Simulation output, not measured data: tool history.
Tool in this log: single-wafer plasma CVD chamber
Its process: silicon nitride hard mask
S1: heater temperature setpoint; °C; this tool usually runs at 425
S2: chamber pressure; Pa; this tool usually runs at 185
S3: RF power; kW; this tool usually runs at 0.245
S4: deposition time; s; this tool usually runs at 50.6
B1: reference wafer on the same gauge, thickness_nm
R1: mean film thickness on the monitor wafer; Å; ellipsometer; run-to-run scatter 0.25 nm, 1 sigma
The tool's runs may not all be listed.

| run | hour | S1 | S2 | S3 | S4 | B1 | R1 |
|---|---|---|---|---|---|---|---|
| 1 | 0 | 425 | 185 | 0.245 | 50.6 | 60.433 | 515.41 |
| 2 | 90.4 | 425 | 185 | 0.245 | 50.6 | 60.5 | 515.36 |
| 3 | 139.4 | 425 | 185 | 0.245 | 50.6 | 60.498 | 516.12 |
| 4 | 223 | 425 | 185 | 0.245 | 50.6 | 60.507 | 520.08 |
| 5 | 285.6 | 416 | 185 | 0.245 | 50.6 | 60.508 | 517.14 |
| 6 | 370.5 | 425 | 196 | 0.245 | 50.6 | 60.553 | 525.85 |
|  | 431.2 | gauge calibrated |
| 7 | 458.7 | 425 | 196 | 0.245 | 50.6 | 60.507 | 522.28 |
| 8 | 514.6 | 425 | 196 | 0.245 | 50.6 | 60.549 | 526.59 |
| 9 | 588.2 | 432 | 185 | 0.245 | 50.6 | 60.563 | 513.25 |
|  | 628.7 | showerhead replaced |
| 10 | 629.2 | 432 | 185 | 0.245 | 50.6 | 60.448 | 512.4 |
|  | 638.5 | capacitance manometer re-zeroed and calibrated |
|  | 647.5 | thermocouple changed; heater temperature recalibrated |
| 11 | 700.4 | 411 | 185 | 0.245 | 50.6 | 60.504 | 521.14 |
| 12 | 767.9 | 412 | 185 | 0.245 | 45.3 | 60.475 | 461.75 |
| 13 | 805.3 | 425 | 227 | 0.22 | 50.6 | 60.475 | 490.95 |
| 14 | 884.1 | 425 | 185 | 0.245 | 50.6 | 60.506 | 513.73 |
| 15 | 965.4 | 425 | 163 | 0.27 | 50.6 | 60.488 | 550.74 |
|  | 974.8 | RF generator calibrated |
| 16 | 1038.5 | 425 | 200 | 0.28 | 47.6 | 60.505 | 554.46 |
| 17 | 1101.9 | 429 | 185 | 0.275 | 50.6 | 60.475 | 572.07 |
| 18 | 1201.9 | 425 | 185 | 0.245 | 50.6 | 60.574 | 512.5 |
| 19 | 1266.5 | 425 | 185 | 0.245 | 45.1 | 60.537 | 457.73 |
| 20 | 1310.7 | 425 | 185 | 0.285 | 59.8 | 60.445 | 700.5 |
| 21 | 1387.3 | 413 | 185 | 0.245 | 50.6 | 60.526 | 519.79 |

Exercise: give the hidden state of the tool at every run:
wafer temperature above the value expected at the setpoint (K): 0, the same for each run
delivered RF power above the setpoint (%): 0, the same for each run
true pressure above the setpoint (%): 0, the same for each run
gauge reads high (%): 0, the same for each run

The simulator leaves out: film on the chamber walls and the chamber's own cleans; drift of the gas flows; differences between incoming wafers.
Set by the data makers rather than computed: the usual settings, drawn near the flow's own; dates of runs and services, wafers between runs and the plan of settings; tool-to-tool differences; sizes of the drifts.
